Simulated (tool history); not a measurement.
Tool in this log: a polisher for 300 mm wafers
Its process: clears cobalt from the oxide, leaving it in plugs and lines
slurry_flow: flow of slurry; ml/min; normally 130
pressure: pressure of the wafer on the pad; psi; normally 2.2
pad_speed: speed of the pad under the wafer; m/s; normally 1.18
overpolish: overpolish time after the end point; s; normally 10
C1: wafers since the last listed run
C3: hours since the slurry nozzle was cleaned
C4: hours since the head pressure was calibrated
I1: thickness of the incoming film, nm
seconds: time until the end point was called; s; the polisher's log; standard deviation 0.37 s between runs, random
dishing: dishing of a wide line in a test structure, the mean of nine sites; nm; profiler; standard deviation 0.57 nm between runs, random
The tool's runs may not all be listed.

{"run": 1, "hour": 0.0, "slurry_flow": 155, "pressure": 2.2, "pad_speed": 1.44, "overpolish": 10, "C1": 0, "wafers polished on this pad": 1067, "C3": 193.5, "C4": 108.5, "I1": 271.3, "seconds": 30.3, "dishing": 30.3}
{"hour": 6.6, "done": "worn pad replaced by a new one"}
{"run": 2, "hour": 17.3, "slurry_flow": 155, "pressure": 2.2, "pad_speed": 1.44, "overpolish": 10, "C1": 144, "wafers polished on this pad": 116, "C3": 210.8, "C4": 125.8, "I1": 269.9, "seconds": 30.1, "dishing": 30.7}
{"run": 3, "hour": 42.7, "slurry_flow": 155, "pressure": 2.2, "pad_speed": 1.44, "overpolish": 10, "C1": 276, "wafers polished on this pad": 393, "C3": 236.2, "C4": 151.2, "I1": 271.5, "seconds": 30.2, "dishing": 31.1}
{"run": 4, "hour": 69.9, "slurry_flow": 130, "pressure": 2.2, "pad_speed": 1.18, "overpolish": 6, "C1": 296, "wafers polished on this pad": 689, "C3": 263.4, "C4": 178.4, "I1": 270.4, "seconds": 36.1, "dishing": 24.5}
{"hour": 95.4, "done": "worn pad replaced by a new one"}
{"run": 5, "hour": 97.7, "slurry_flow": 130, "pressure": 2.2, "pad_speed": 1.18, "overpolish": 6, "C1": 259, "wafers polished on this pad": 24, "C3": 291.2, "C4": 206.2, "I1": 271.1, "seconds": 36.1, "dishing": 24.0}
{"run": 6, "hour": 112.0, "slurry_flow": 130, "pressure": 2.2, "pad_speed": 1.18, "overpolish": 7, "C1": 155, "wafers polished on this pad": 180, "C3": 305.5, "C4": 220.5, "I1": 267.6, "seconds": 35.2, "dishing": 27.2}
{"run": 7, "hour": 140.1, "slurry_flow": 130, "pressure": 2.2, "pad_speed": 1.18, "overpolish": 7, "C1": 305, "wafers polished on this pad": 486, "C3": 333.6, "C4": 248.6, "I1": 273.4, "seconds": 36.5, "dishing": 26.1}
{"run": 8, "hour": 155.3, "slurry_flow": 145, "pressure": 2.2, "pad_speed": 1.18, "overpolish": 14, "C1": 165, "wafers polished on this pad": 652, "C3": 348.8, "C4": 263.8, "I1": 271.9, "seconds": 35.9, "dishing": 31.1}
{"run": 9, "hour": 168.6, "slurry_flow": 95, "pressure": 2.8, "pad_speed": 1.18, "overpolish": 10, "C1": 144, "wafers polished on this pad": 796, "C3": 362.1, "C4": 277.1, "I1": 266.2, "seconds": 29.0, "dishing": 31.5}

Estimate the outcome of run 10 from the log above:
{"run": 10, "hour": 191.9, "slurry_flow": 130, "pressure": 1.6, "pad_speed": 0.92, "overpolish": 10, "C1": 253, "wafers polished on this pad": 1050, "C3": 385.4, "C4": 300.4, "I1": 274.4, "seconds": "?", "dishing": "?"}

{"run 10": {"seconds": 61.1, "dishing": 24.6}}
Were there no unlogged condition in the tool, this run, its random variation unchanged, would have produced seconds 61.1 s, dishing 24.6 nm.
